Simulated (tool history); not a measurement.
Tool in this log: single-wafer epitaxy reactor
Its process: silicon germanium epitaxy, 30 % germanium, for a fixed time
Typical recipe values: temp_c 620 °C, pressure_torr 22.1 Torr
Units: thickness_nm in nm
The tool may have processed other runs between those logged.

run	hour	temp_c	pressure_torr	read-back reference wafer on the same gauge, thickness_nm	thickness_nm
1	0.0	620	22.1	70.290	88.938
2	32.6	620	22.1	70.273	88.578
3	42.2	620	22.1	70.282	88.659
4	49.3	615	22.1	70.285	82.144
5	65.2	615	22.1	70.253	82.297
6	81.1	620	22.1	70.225	88.526
7	90.3	629	22.1	70.330	101.414
8	98.7	629	22.1	70.286	101.914
9	110.0	611	19.3	70.323	73.273
# hour 118.5: pyrometer calibrated
10	119.0	611	19.3	70.313	76.392
11	128.9	627	18.7	70.316	96.271
12	144.7	627	18.7	70.347	95.848
13	155.2	627	18.7	70.215	96.423
14	167.8	620	22.1	70.369	92.447
15	182.7	620	22.1	70.319	93.121
# hour 187.2: gauge calibrated
# hour 224.5: pyrometer calibrated, repeated, since the last time left the tool worse
# hour 242.6: showerhead replaced
16	243.1	620	26.2	70.308	91.241
17	245.2	634	25.8	70.327	112.183
18	255.4	626	27.3	70.346	101.815
19	268.4	620	22.1	70.291	85.455
# hour 289.2: capacitance manometer re-zeroed and calibrated
20	289.7	606	17.0	70.242	62.334
21	294.8	620	22.1	70.349	85.679
22	303.1	635	26.3	70.273	115.097
23	322.3	629	26.1	70.312	105.150

For run 24, what comes out?
24	332.3	633	20.1	?	?

read-back reference wafer on the same gauge, thickness_nm: 70.298
thickness_nm: 100.442 nm
With the hidden condition absent and the run-to-run variation left alone, this run would have shown thickness_nm 99.636 nm.

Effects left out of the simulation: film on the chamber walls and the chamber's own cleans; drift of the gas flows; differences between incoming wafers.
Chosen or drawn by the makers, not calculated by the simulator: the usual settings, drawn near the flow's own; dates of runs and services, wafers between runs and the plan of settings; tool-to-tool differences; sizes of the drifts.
